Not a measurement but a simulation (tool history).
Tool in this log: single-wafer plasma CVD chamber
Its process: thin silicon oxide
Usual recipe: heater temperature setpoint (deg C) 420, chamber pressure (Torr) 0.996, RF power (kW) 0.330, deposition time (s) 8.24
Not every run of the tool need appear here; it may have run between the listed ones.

run	day	heater temperature setpoint (deg C)	chamber pressure (Torr)	RF power (kW)	deposition time (s)	wafers since the last listed run	hours since the last thermocouple change	hours since the last RF generator calibration	hours since the last manometer calibration	hours since the showerhead was replaced	hours since the gauge calibration	read-back reference wafer on the same gauge, thickness_nm	mean film thickness on the monitor wafer (Å)
1	0.000	420	0.996	0.330	8.24	0	1821.4	950.4	775.5	5656.4	81.1	15.108	176.85
2	2.117	420	0.996	0.330	8.24	1149	1872.2	1001.2	826.3	5707.2	131.9	15.103	177.46
3	3.262	420	0.918	0.285	8.24	622	1899.7	1028.7	853.8	5734.7	159.4	15.099	157.60
4	3.783	426	0.996	0.330	8.24	282	1912.2	1041.2	866.3	5747.2	171.9	15.114	175.51
5	4.692	426	0.996	0.330	8.24	493	1934.0	1063.0	888.1	5769.0	193.7	15.099	176.85
6	5.479	426	0.996	0.330	8.24	427	1952.9	1081.9	907.0	5787.9	212.6	15.093	175.54
7	6.308	430	0.996	0.330	8.24	450	1972.8	1101.8	926.9	5807.8	232.5	15.100	175.28
8	7.621	430	0.996	0.330	8.24	712	2004.3	1133.3	958.4	5839.3	264.0	15.102	173.98
9	8.433	430	0.996	0.330	8.24	441	2023.8	1152.8	977.9	5858.8	283.5	15.111	174.98
10	9.162	420	0.996	0.330	8.24	395	2041.3	1170.3	995.4	5876.3	301.0	15.099	175.92
11	10.167	420	0.996	0.330	8.24	545	2065.4	1194.4	1019.5	5900.4	325.1	15.108	175.72
# day 11.096: thermocouple changed; heater temperature recalibrated
# day 11.167: showerhead replaced
12	11.188	420	0.996	0.330	8.24	336	2.2	1218.9	1044.0	0.5	349.6	15.099	175.11
13	12.062	420	0.996	0.330	8.24	475	23.2	1239.9	1065.0	21.5	370.6	15.106	175.95
14	13.475	420	0.996	0.330	8.24	766	57.1	1273.8	1098.9	55.4	404.5	15.101	175.79
15	14.350	420	0.996	0.275	6.89	475	78.1	1294.8	1119.9	76.4	425.5	15.085	131.55
16	15.621	420	0.891	0.330	8.24	689	108.6	1325.3	1150.4	106.9	456.0	15.091	165.07
# day 16.362: gauge calibrated
17	17.021	420	0.996	0.280	8.24	760	142.2	1358.9	1184.0	140.5	15.8	15.103	159.78
18	17.838	407	0.996	0.330	7.77	443	161.8	1378.5	1203.6	160.1	35.4	15.108	167.18
19	18.925	420	0.996	0.330	8.24	590	187.9	1404.6	1229.7	186.2	61.5	15.100	174.02
20	20.008	420	0.996	0.330	8.24	588	213.9	1430.6	1255.7	212.2	87.5	15.104	175.44
# day 20.812: RF generator calibrated
21	20.833	420	0.996	0.330	9.45	266	233.7	0.5	1275.5	232.0	107.3	15.093	207.45
# day 21.958: capacitance manometer re-zeroed and calibrated
22	21.979	431	0.996	0.330	8.24	441	261.2	28.0	0.5	259.5	134.8	15.101	183.48
23	22.933	420	0.996	0.305	8.24	518	284.1	50.9	23.4	282.4	157.7	15.108	177.69
24	23.467	425	0.770	0.330	8.24	289	296.9	63.7	36.2	295.2	170.5	15.103	165.53
25	24.167	420	0.996	0.370	9.00	380	313.7	80.5	53.0	312.0	187.3	15.104	213.19
26	25.229	420	0.784	0.355	8.24	576	339.2	106.0	78.5	337.5	212.8	15.101	173.24
27	26.121	420	0.996	0.330	8.24	484	360.6	127.4	99.9	358.9	234.2	15.097	183.35
28	29.658	429	0.996	0.355	6.62	1920	445.5	212.3	184.8	443.8	319.1	15.097	151.00
29	30.196	420	0.996	0.330	7.72	291	458.4	225.2	197.7	456.7	332.0	15.102	169.97

How the hidden state differs across the entries between the runs, from the last listed run before each to the first after it:
In the gap between runs 11 and 12: thermocouple changed; heater temperature recalibrated (day 11.096); showerhead replaced (day 11.167)
  delivered RF power above the setpoint (%): -7.89 -> -7.92; true pressure above the setpoint (%): -6.34 -> -6.48
  measured result minus the result with no hidden state, mean film thickness on the monitor wafer (Å): -12.38 -> -12.51
In the gap between runs 16 and 17: gauge calibrated (day 16.362)
  delivered RF power above the setpoint (%): -8.05 -> -8.09; true pressure above the setpoint (%): -7.1 -> -7.3
  measured result minus the result with no hidden state, mean film thickness on the monitor wafer (Å): -13.14 -> -13.22
In the gap between runs 20 and 21: RF generator calibrated (day 20.812)
  delivered RF power above the setpoint (%): -8.15 -> -1.14; true pressure above the setpoint (%): -7.72 -> -7.83
  measured result minus the result with no hidden state, mean film thickness on the monitor wafer (Å): -13.90 -> -8.25
In the gap between runs 21 and 22: capacitance manometer re-zeroed and calibrated (day 21.958)
  delivered RF power above the setpoint (%): -1.14 -> -1.62; true pressure above the setpoint (%): -7.83 -> -1.07
  measured result minus the result with no hidden state, mean film thickness on the monitor wafer (Å): -8.25 -> -2.23
